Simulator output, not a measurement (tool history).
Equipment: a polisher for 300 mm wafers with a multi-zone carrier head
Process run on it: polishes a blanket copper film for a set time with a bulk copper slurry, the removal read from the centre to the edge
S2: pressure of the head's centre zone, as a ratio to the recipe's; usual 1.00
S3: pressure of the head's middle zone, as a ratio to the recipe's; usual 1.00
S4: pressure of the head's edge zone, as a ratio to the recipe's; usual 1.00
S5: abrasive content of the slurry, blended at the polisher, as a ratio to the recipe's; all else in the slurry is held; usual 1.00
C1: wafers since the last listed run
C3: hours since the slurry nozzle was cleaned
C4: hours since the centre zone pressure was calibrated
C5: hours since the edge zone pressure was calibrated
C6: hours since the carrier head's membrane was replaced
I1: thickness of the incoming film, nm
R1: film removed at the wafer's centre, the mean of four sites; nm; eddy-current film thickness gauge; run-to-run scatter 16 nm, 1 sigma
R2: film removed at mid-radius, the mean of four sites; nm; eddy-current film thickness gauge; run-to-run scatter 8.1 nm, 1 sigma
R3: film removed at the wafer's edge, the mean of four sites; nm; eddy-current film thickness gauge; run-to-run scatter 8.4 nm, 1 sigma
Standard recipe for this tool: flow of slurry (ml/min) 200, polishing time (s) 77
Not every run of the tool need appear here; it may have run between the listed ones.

{"run": 1, "hour": 0.0, "flow of slurry (ml/min)": 200, "S2": 1.0, "S3": 1.0, "S4": 1.0, "S5": 1.0, "polishing time (s)": 77, "C1": 0, "wafers polished on this pad": 1113, "C3": 167.2, "C4": 63.6, "C5": 368.3, "C6": 1559.5, "I1": 4749.2, "R1": 1087.2, "R2": 1102.6, "R3": 1114.7}
{"run": 2, "hour": 38.9, "flow of slurry (ml/min)": 200, "S2": 1.0, "S3": 1.0, "S4": 1.0, "S5": 1.0, "polishing time (s)": 77, "C1": 509, "wafers polished on this pad": 1622, "C3": 206.1, "C4": 102.5, "C5": 407.2, "C6": 1598.4, "I1": 4805.1, "R1": 1081.1, "R2": 1088.7, "R3": 1092.6}
{"hour": 42.2, "done": "edge zone pressure recalibrated"}
{"hour": 48.8, "done": "carrier head's membrane replaced by a new one"}
{"run": 3, "hour": 71.7, "flow of slurry (ml/min)": 200, "S2": 1.0, "S3": 1.0, "S4": 1.0, "S5": 1.0, "polishing time (s)": 77, "C1": 337, "wafers polished on this pad": 1960, "C3": 238.9, "C4": 135.3, "C5": 29.5, "C6": 22.9, "I1": 4726.9, "R1": 1085.3, "R2": 1082.5, "R3": 1108.7}
{"hour": 94.7, "done": "slurry nozzle cleaned"}
{"run": 4, "hour": 109.3, "flow of slurry (ml/min)": 200, "S2": 1.0, "S3": 1.0, "S4": 1.0, "S5": 1.0, "polishing time (s)": 77, "C1": 478, "wafers polished on this pad": 2439, "C3": 14.6, "C4": 172.9, "C5": 67.1, "C6": 60.5, "I1": 4733.7, "R1": 1071.9, "R2": 1069.7, "R3": 1078.7}
{"run": 5, "hour": 149.2, "flow of slurry (ml/min)": 200, "S2": 1.05, "S3": 1.0, "S4": 1.0, "S5": 1.0, "polishing time (s)": 77, "C1": 522, "wafers polished on this pad": 2961, "C3": 54.5, "C4": 212.8, "C5": 107.0, "C6": 100.4, "I1": 4711.3, "R1": 1127.4, "R2": 1055.5, "R3": 1059.1}
{"hour": 173.9, "done": "worn pad replaced by a new one"}
{"run": 6, "hour": 177.4, "flow of slurry (ml/min)": 200, "S2": 1.05, "S3": 1.0, "S4": 1.0, "S5": 1.0, "polishing time (s)": 77, "C1": 316, "wafers polished on this pad": 45, "C3": 82.7, "C4": 241.0, "C5": 135.2, "C6": 128.6, "I1": 4779.5, "R1": 1185.0, "R2": 1116.6, "R3": 1126.0}
{"run": 7, "hour": 226.3, "flow of slurry (ml/min)": 200, "S2": 1.0, "S3": 1.0, "S4": 1.0, "S5": 1.0, "polishing time (s)": 77, "C1": 639, "wafers polished on this pad": 685, "C3": 131.6, "C4": 289.9, "C5": 184.1, "C6": 177.5, "I1": 4720.7, "R1": 1130.0, "R2": 1130.1, "R3": 1142.0}
{"run": 8, "hour": 292.3, "flow of slurry (ml/min)": 200, "S2": 1.0, "S3": 1.0, "S4": 0.94, "S5": 1.15, "polishing time (s)": 77, "C1": 863, "wafers polished on this pad": 1549, "C3": 197.6, "C4": 355.9, "C5": 250.1, "C6": 243.5, "I1": 4693.2, "R1": 1158.9, "R2": 1147.6, "R3": 1110.6}
{"run": 9, "hour": 330.2, "flow of slurry (ml/min)": 200, "S2": 1.0, "S3": 1.0, "S4": 1.0, "S5": 0.9, "polishing time (s)": 77, "C1": 496, "wafers polished on this pad": 2045, "C3": 235.5, "C4": 393.8, "C5": 288.0, "C6": 281.4, "I1": 4722.1, "R1": 1076.7, "R2": 1074.4, "R3": 1082.8}
{"hour": 359.8, "done": "slurry nozzle cleaned"}
{"run": 10, "hour": 360.8, "flow of slurry (ml/min)": 260, "S2": 1.0, "S3": 1.0, "S4": 1.0, "S5": 1.0, "polishing time (s)": 94, "C1": 387, "wafers polished on this pad": 2432, "C3": 1.0, "C4": 424.4, "C5": 318.6, "C6": 312.0, "I1": 4741.8, "R1": 1383.1, "R2": 1361.4, "R3": 1383.3}
{"run": 11, "hour": 411.8, "flow of slurry (ml/min)": 155, "S2": 0.94, "S3": 1.0, "S4": 1.0, "S5": 0.85, "polishing time (s)": 52, "C1": 667, "wafers polished on this pad": 3100, "C3": 52.0, "C4": 475.4, "C5": 369.6, "C6": 363.0, "I1": 4771.5, "R1": 635.6, "R2": 683.7, "R3": 692.6}
{"run": 12, "hour": 444.9, "flow of slurry (ml/min)": 200, "S2": 1.0, "S3": 1.0, "S4": 1.0, "S5": 1.0, "polishing time (s)": 77, "C1": 433, "wafers polished on this pad": 3533, "C3": 85.1, "C4": 508.5, "C5": 402.7, "C6": 396.1, "I1": 4723.8, "R1": 1053.5, "R2": 1035.5, "R3": 1055.2}
{"hour": 506.6, "done": "worn pad replaced by a new one"}
{"run": 13, "hour": 512.9, "flow of slurry (ml/min)": 155, "S2": 0.94, "S3": 1.0, "S4": 1.0, "S5": 0.85, "polishing time (s)": 52, "C1": 837, "wafers polished on this pad": 82, "C3": 153.1, "C4": 576.5, "C5": 470.7, "C6": 464.1, "I1": 4808.7, "R1": 664.2, "R2": 693.2, "R3": 725.8}
{"hour": 542.2, "done": "edge zone pressure recalibrated"}
{"run": 14, "hour": 645.7, "flow of slurry (ml/min)": 200, "S2": 0.88, "S3": 1.0, "S4": 1.08, "S5": 1.0, "polishing time (s)": 77, "C1": 1711, "wafers polished on this pad": 1793, "C3": 285.9, "C4": 709.3, "C5": 103.5, "C6": 596.9, "I1": 4714.4, "R1": 976.2, "R2": 1085.7, "R3": 1124.9}
{"hour": 652.4, "done": "slurry nozzle cleaned"}
{"run": 15, "hour": 708.5, "flow of slurry (ml/min)": 200, "S2": 1.0, "S3": 1.0, "S4": 1.0, "S5": 1.0, "polishing time (s)": 77, "C1": 808, "wafers polished on this pad": 2602, "C3": 56.1, "C4": 772.1, "C5": 166.3, "C6": 659.7, "I1": 4787.4, "R1": 1030.9, "R2": 1052.3, "R3": 1077.5}
{"run": 16, "hour": 750.7, "flow of slurry (ml/min)": 245, "S2": 1.04, "S3": 1.0, "S4": 1.0, "S5": 1.0, "polishing time (s)": 77, "C1": 552, "wafers polished on this pad": 3155, "C3": 98.3, "C4": 814.3, "C5": 208.5, "C6": 701.9, "I1": 4771.8, "R1": 1088.6, "R2": 1059.6, "R3": 1068.3}
{"run": 17, "hour": 777.9, "flow of slurry (ml/min)": 200, "S2": 0.9, "S3": 1.0, "S4": 1.0, "S5": 0.8, "polishing time (s)": 102, "C1": 355, "wafers polished on this pad": 3511, "C3": 125.5, "C4": 841.5, "C5": 235.7, "C6": 729.1, "I1": 4733.1, "R1": 1176.8, "R2": 1287.9, "R3": 1283.8}
{"hour": 796.3, "done": "worn pad replaced by a new one"}
{"run": 18, "hour": 829.7, "flow of slurry (ml/min)": 255, "S2": 1.0, "S3": 1.0, "S4": 1.0, "S5": 1.25, "polishing time (s)": 96, "C1": 625, "wafers polished on this pad": 437, "C3": 177.3, "C4": 893.3, "C5": 287.5, "C6": 780.9, "I1": 4756.7, "R1": 1547.5, "R2": 1492.8, "R3": 1497.5}
{"run": 19, "hour": 864.5, "flow of slurry (ml/min)": 200, "S2": 1.0, "S3": 0.89, "S4": 1.1, "S5": 0.85, "polishing time (s)": 77, "C1": 455, "wafers polished on this pad": 892, "C3": 212.1, "C4": 928.1, "C5": 322.3, "C6": 815.7, "I1": 4791.6, "R1": 1057.7, "R2": 988.9, "R3": 1134.3}
{"run": 20, "hour": 900.5, "flow of slurry (ml/min)": 200, "S2": 1.0, "S3": 0.97, "S4": 1.0, "S5": 1.0, "polishing time (s)": 77, "C1": 471, "wafers polished on this pad": 1363, "C3": 248.1, "C4": 964.1, "C5": 358.3, "C6": 851.7, "I1": 4771.4, "R1": 1111.3, "R2": 1081.8, "R3": 1126.6}
{"run": 21, "hour": 940.9, "flow of slurry (ml/min)": 245, "S2": 1.0, "S3": 1.0, "S4": 1.0, "S5": 1.0, "polishing time (s)": 77, "C1": 528, "wafers polished on this pad": 1892, "C3": 288.5, "C4": 1004.5, "C5": 398.7, "C6": 892.1, "I1": 4853.6, "R1": 1122.0, "R2": 1117.2, "R3": 1116.3}

Selected run-to-run steps in R1, each split into two signed amounts: the part the tool would show with no hidden state at all (from settings, incoming material and random variation), and the remainder, which goes to the hidden state together with any gauge scatter not common to the measured and the hidden-state-free results:
Hidden conditions of the tool in this case: removal rate lost through wear of the pad, %; slurry flow missing at the pad, %; deviation of the centre zone's pressure from its setpoint, %; deviation of the edge zone's pressure from its setpoint, %.
Run 10 -> 11: flow of slurry (ml/min) 260 -> 155, S2 1.00 -> 0.94, S5 1.00 -> 0.85, polishing time (s) 94 -> 52. R1 -747.5 nm: hidden state +12.8, all else -760.3.
Run 12 -> 13: flow of slurry (ml/min) 200 -> 155, S2 1.00 -> 0.94, S5 1.00 -> 0.85, polishing time (s) 77 -> 52, worn pad replaced by a new one. R1 -389.3 nm: hidden state +71.7, all else -461.0.
Run 17 -> 18: flow of slurry (ml/min) 200 -> 255, S2 0.90 -> 1.00, S5 0.80 -> 1.25, polishing time (s) 102 -> 96, worn pad replaced by a new one. R1 +370.7 nm: hidden state +104.9, all else +265.8.
Run 18 -> 19: flow of slurry (ml/min) 255 -> 200, S3 1.00 -> 0.89, S4 1.00 -> 1.10, S5 1.25 -> 0.85, polishing time (s) 96 -> 77. R1 -489.8 nm: hidden state -0.6, all else -489.2.

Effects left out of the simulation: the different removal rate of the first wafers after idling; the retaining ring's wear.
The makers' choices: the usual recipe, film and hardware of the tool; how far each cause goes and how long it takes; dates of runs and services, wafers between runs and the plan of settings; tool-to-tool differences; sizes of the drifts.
